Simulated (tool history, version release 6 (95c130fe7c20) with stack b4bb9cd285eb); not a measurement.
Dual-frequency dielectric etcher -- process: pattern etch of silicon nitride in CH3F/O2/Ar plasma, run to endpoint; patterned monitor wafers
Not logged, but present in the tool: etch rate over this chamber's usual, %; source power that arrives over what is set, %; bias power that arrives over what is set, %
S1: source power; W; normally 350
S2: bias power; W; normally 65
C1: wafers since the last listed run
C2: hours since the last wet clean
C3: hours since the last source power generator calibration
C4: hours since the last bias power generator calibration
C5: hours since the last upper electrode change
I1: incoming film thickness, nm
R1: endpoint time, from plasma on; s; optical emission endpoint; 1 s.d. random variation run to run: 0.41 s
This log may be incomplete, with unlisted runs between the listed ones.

run 1 hour=0.0 | S1=350 S2=65 | C1=0 C2=412.5 C3=2774.3 C4=3699.3 C5=2632.4 | I1=61.1 | R1=102.2
-- hour=70.4 wet clean of the chamber
run 2 hour=72.3 | S1=350 S2=65 | C1=484 C2=1.9 C3=2846.6 C4=3771.6 C5=2704.7 | I1=60.9 | R1=98.8
run 3 hour=167.0 | S1=350 S2=65 | C1=949 C2=96.6 C3=2941.3 C4=3866.3 C5=2799.4 | I1=60.5 | R1=98.8
run 4 hour=273.7 | S1=350 S2=65 | C1=1069 C2=203.3 C3=3048.0 C4=3973.0 C5=2906.1 | I1=60.2 | R1=99.7
run 5 hour=360.2 | S1=350 S2=65 | C1=867 C2=289.8 C3=3134.5 C4=4059.5 C5=2992.6 | I1=60.4 | R1=100.1
run 6 hour=424.9 | S1=350 S2=65 | C1=648 C2=354.5 C3=3199.2 C4=4124.2 C5=3057.3 | I1=60.9 | R1=101.8
run 7 hour=495.5 | S1=410 S2=65 | C1=707 C2=425.1 C3=3269.8 C4=4194.8 C5=3127.9 | I1=60.9 | R1=94.7
-- hour=542.1 wet clean of the chamber
run 8 hour=542.6 | S1=290 S2=65 | C1=231 C2=0.5 C3=3316.9 C4=4241.9 C5=3175.0 | I1=61.1 | R1=110.1
run 9 hour=588.5 | S1=290 S2=65 | C1=460 C2=46.4 C3=3362.8 C4=4287.8 C5=3220.9 | I1=61.4 | R1=110.5
run 10 hour=635.3 | S1=370 S2=65 | C1=469 C2=93.2 C3=3409.6 C4=4334.6 C5=3267.7 | I1=61.0 | R1=97.4
run 11 hour=729.7 | S1=400 S2=65 | C1=946 C2=187.6 C3=3504.0 C4=4429.0 C5=3362.1 | I1=60.9 | R1=94.2
-- hour=772.9 source power generator calibrated
run 12 hour=797.5 | S1=350 S2=65 | C1=639 C2=255.4 C3=24.6 C4=4496.8 C5=3429.9 | I1=61.2 | R1=102.0
run 13 hour=865.1 | S1=350 S2=65 | C1=677 C2=323.0 C3=92.2 C4=4564.4 C5=3497.5 | I1=60.8 | R1=101.0
-- hour=1001.5 wet clean of the chamber
run 14 hour=1002.0 | S1=350 S2=54 | C1=1131 C2=0.5 C3=229.1 C4=4701.3 C5=3634.4 | I1=61.1 | R1=108.5
run 15 hour=1094.6 | S1=350 S2=54 | C1=928 C2=93.1 C3=321.7 C4=4793.9 C5=3727.0 | I1=60.5 | R1=106.9
run 16 hour=1146.7 | S1=350 S2=65 | C1=522 C2=145.2 C3=373.8 C4=4846.0 C5=3779.1 | I1=61.5 | R1=102.2
run 17 hour=1204.0 | S1=390 S2=71 | C1=574 C2=202.5 C3=431.1 C4=4903.3 C5=3836.4 | I1=60.9 | R1=92.9
run 18 hour=1287.5 | S1=300 S2=65 | C1=837 C2=286.0 C3=514.6 C4=4986.8 C5=3919.9 | I1=61.6 | R1=112.1
run 19 hour=1334.7 | S1=400 S2=69 | C1=473 C2=333.2 C3=561.8 C4=5034.0 C5=3967.1 | I1=61.1 | R1=93.9
-- hour=1376.1 bias power generator calibrated
run 20 hour=1412.6 | S1=350 S2=65 | C1=740 C2=411.1 C3=639.7 C4=36.5 C5=4045.0 | I1=61.5 | R1=104.0
-- hour=1452.7 wet clean of the chamber
run 21 hour=1456.6 | S1=300 S2=53 | C1=200 C2=3.9 C3=683.7 C4=80.5 C5=4089.0 | I1=60.7 | R1=117.3
-- hour=1494.9 upper electrode replaced
run 22 hour=1555.2 | S1=350 S2=75 | C1=747 C2=102.5 C3=782.3 C4=179.1 C5=60.3 | I1=61.4 | R1=95.7
run 23 hour=1636.5 | S1=350 S2=65 | C1=815 C2=183.8 C3=863.6 C4=260.4 C5=141.6 | I1=61.4 | R1=101.3
run 24 hour=1699.7 | S1=390 S2=81 | C1=633 C2=247.0 C3=926.8 C4=323.6 C5=204.8 | I1=60.8 | R1=87.9
run 25 hour=1772.0 | S1=310 S2=79 | C1=724 C2=319.3 C3=999.1 C4=395.9 C5=277.1 | I1=60.0 | R1=99.0
-- hour=1859.7 wet clean of the chamber
run 26 hour=1877.6 | S1=350 S2=65 | C1=818 C2=17.9 C3=1104.7 C4=501.5 C5=382.7 | I1=60.6 | R1=98.9
run 27 hour=1924.3 | S1=350 S2=65 | C1=468 C2=64.6 C3=1151.4 C4=548.2 C5=429.4 | I1=60.7 | R1=100.1
run 28 hour=1968.5 | S1=410 S2=52 | C1=443 C2=108.8 C3=1195.6 C4=592.4 C5=473.6 | I1=61.1 | R1=102.7
run 29 hour=2024.9 | S1=310 S2=65 | C1=565 C2=165.2 C3=1252.0 C4=648.8 C5=530.0 | I1=61.0 | R1=107.8
run 30 hour=2078.4 | S1=420 S2=75 | C1=536 C2=218.7 C3=1305.5 C4=702.3 C5=583.5 | I1=60.9 | R1=87.4
run 31 hour=2124.8 | S1=280 S2=78 | C1=465 C2=265.1 C3=1351.9 C4=748.7 C5=629.9 | I1=61.5 | R1=107.1

State the hidden condition of the tool at each of the runs:
source power that arrives over what is set, %: 0 at every run
bias power that arrives over what is set, %: 0 at every run
H1: etch rate over this chamber's usual, %
run=1 H1=-2.52
run=2 H1=0.318
run=3 H1=-0.31
run=4 H1=-1.02
run=5 H1=-1.59
run=6 H1=-2.02
run=7 H1=-2.49
run=8 H1=0.174
run=9 H1=-0.13
run=10 H1=-0.44
run=11 H1=-1.07
run=12 H1=-1.51
run=13 H1=-1.96
run=14 H1=-0.402
run=15 H1=-1.02
run=16 H1=-1.36
run=17 H1=-1.74
run=18 H1=-2.29
run=19 H1=-2.61
run=20 H1=-3.12
run=21 H1=-0.181
run=22 H1=-0.834
run=23 H1=-1.37
run=24 H1=-1.79
run=25 H1=-2.27
run=26 H1=-0.162
run=27 H1=-0.472
run=28 H1=-0.765
run=29 H1=-1.14
run=30 H1=-1.49
run=31 H1=-1.8

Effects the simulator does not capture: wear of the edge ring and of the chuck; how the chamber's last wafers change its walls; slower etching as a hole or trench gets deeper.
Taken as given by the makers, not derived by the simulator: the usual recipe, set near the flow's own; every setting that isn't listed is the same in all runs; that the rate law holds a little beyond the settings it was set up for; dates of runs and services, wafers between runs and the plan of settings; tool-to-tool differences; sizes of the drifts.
